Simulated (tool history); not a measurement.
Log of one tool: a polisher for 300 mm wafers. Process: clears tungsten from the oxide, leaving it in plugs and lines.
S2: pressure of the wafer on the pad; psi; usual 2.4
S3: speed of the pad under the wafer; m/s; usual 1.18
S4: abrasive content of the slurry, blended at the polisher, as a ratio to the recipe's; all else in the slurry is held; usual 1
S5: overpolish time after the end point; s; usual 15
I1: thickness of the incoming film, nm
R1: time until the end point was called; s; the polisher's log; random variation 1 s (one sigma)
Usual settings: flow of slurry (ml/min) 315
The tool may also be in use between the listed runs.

run 1 hour=0 | flow_of_slurry_(ml/min)=315 S2=2.4 S3=1.18 S4=1 S5=15 | I1=434.6 | R1=114
-- hour=12.8 worn pad replaced by a new one
run 2 hour=31 | flow_of_slurry_(ml/min)=315 S2=2.4 S3=1.18 S4=1 S5=15 | I1=427.7 | R1=106.3
run 3 hour=60.2 | flow_of_slurry_(ml/min)=315 S2=2.4 S3=1.18 S4=1 S5=15 | I1=441.1 | R1=111.1
run 4 hour=82.2 | flow_of_slurry_(ml/min)=315 S2=2.4 S3=1.18 S4=1 S5=15 | I1=432.6 | R1=110.4
run 5 hour=115.4 | flow_of_slurry_(ml/min)=315 S2=2.4 S3=1.18 S4=1 S5=15 | I1=437 | R1=113.1
-- hour=124 slurry tank refilled with fresh slurry and peroxide
run 6 hour=145.9 | flow_of_slurry_(ml/min)=315 S2=2.4 S3=1.18 S4=1 S5=15 | I1=441.1 | R1=114.7
-- hour=169.2 worn pad replaced by a new one, of another model than before
run 7 hour=169.7 | flow_of_slurry_(ml/min)=315 S2=2.4 S3=1.18 S4=1 S5=15 | I1=428.9 | R1=103.8
-- hour=192.6 slurry blender recalibrated
run 8 hour=199.9 | flow_of_slurry_(ml/min)=315 S2=2.4 S3=1.18 S4=1 S5=15 | I1=435.6 | R1=108.6
run 9 hour=222.1 | flow_of_slurry_(ml/min)=315 S2=2.4 S3=1.42 S4=1 S5=15 | I1=433.4 | R1=92.6
run 10 hour=253.2 | flow_of_slurry_(ml/min)=370 S2=2.4 S3=1.02 S4=0.8 S5=15 | I1=430.2 | R1=133.6
-- hour=260.6 slurry tank refilled with fresh slurry and peroxide
run 11 hour=286.2 | flow_of_slurry_(ml/min)=400 S2=2.4 S3=1 S4=1 S5=15 | I1=430.1 | R1=132.1
run 12 hour=320.7 | flow_of_slurry_(ml/min)=315 S2=2.4 S3=1.18 S4=1 S5=15 | I1=433.4 | R1=110.6
-- hour=353.3 head pressure recalibrated
run 13 hour=355.6 | flow_of_slurry_(ml/min)=315 S2=2.4 S3=1.18 S4=1.15 S5=19 | I1=433.7 | R1=108.8
-- hour=361.3 slurry blender recalibrated
-- hour=369.3 worn pad replaced by a new one
run 14 hour=370.5 | flow_of_slurry_(ml/min)=315 S2=2.4 S3=1.18 S4=1.3 S5=15 | I1=438.6 | R1=100.8
-- hour=376.3 slurry nozzle cleaned
run 15 hour=387.2 | flow_of_slurry_(ml/min)=400 S2=2.4 S3=1.42 S4=1 S5=15 | I1=425.6 | R1=86.8
-- hour=393.2 slurry tank refilled with fresh slurry and peroxide
run 16 hour=416.7 | flow_of_slurry_(ml/min)=370 S2=2.4 S3=1.18 S4=1 S5=15 | I1=436.2 | R1=109.4
run 17 hour=441.5 | flow_of_slurry_(ml/min)=315 S2=2.4 S3=1.18 S4=1 S5=13 | I1=440.5 | R1=113.8
run 18 hour=469.6 | flow_of_slurry_(ml/min)=315 S2=2.4 S3=1.18 S4=1 S5=15 | I1=430.5 | R1=109.8
run 19 hour=501.4 | flow_of_slurry_(ml/min)=315 S2=1.7 S3=1.18 S4=1 S5=21 | I1=429.8 | R1=141.6

Forecast each of these 5 alternatives for the next run:
run A hour=501.9 | flow_of_slurry_(ml/min)=315 S2=2.4 S3=1.18 S4=1 S5=19 | I1=427.2 | R1=?
run B hour=501.9 | flow_of_slurry_(ml/min)=315 S2=2.8 S3=1.18 S4=1 S5=15 | I1=427.2 | R1=?
run C hour=501.9 | flow_of_slurry_(ml/min)=315 S2=1.9 S3=1.18 S4=0.8 S5=15 | I1=427.2 | R1=?
run D hour=501.9 | flow_of_slurry_(ml/min)=360 S2=1.9 S3=1.6 S4=1 S5=21 | I1=427.2 | R1=?
run E hour=501.9 | flow_of_slurry_(ml/min)=235 S2=2.6 S3=1.18 S4=1 S5=11 | I1=427.2 | R1=?

run=A R1=110.8
run=B R1=99.7
run=C R1=134.9
run=D R1=94.5
run=E R1=106.1
Without the tool's hidden state the same runs would have given:
run=A R1=104.2
run=B R1=93.7
run=C R1=126.8
run=D R1=88.8
run=E R1=99.8

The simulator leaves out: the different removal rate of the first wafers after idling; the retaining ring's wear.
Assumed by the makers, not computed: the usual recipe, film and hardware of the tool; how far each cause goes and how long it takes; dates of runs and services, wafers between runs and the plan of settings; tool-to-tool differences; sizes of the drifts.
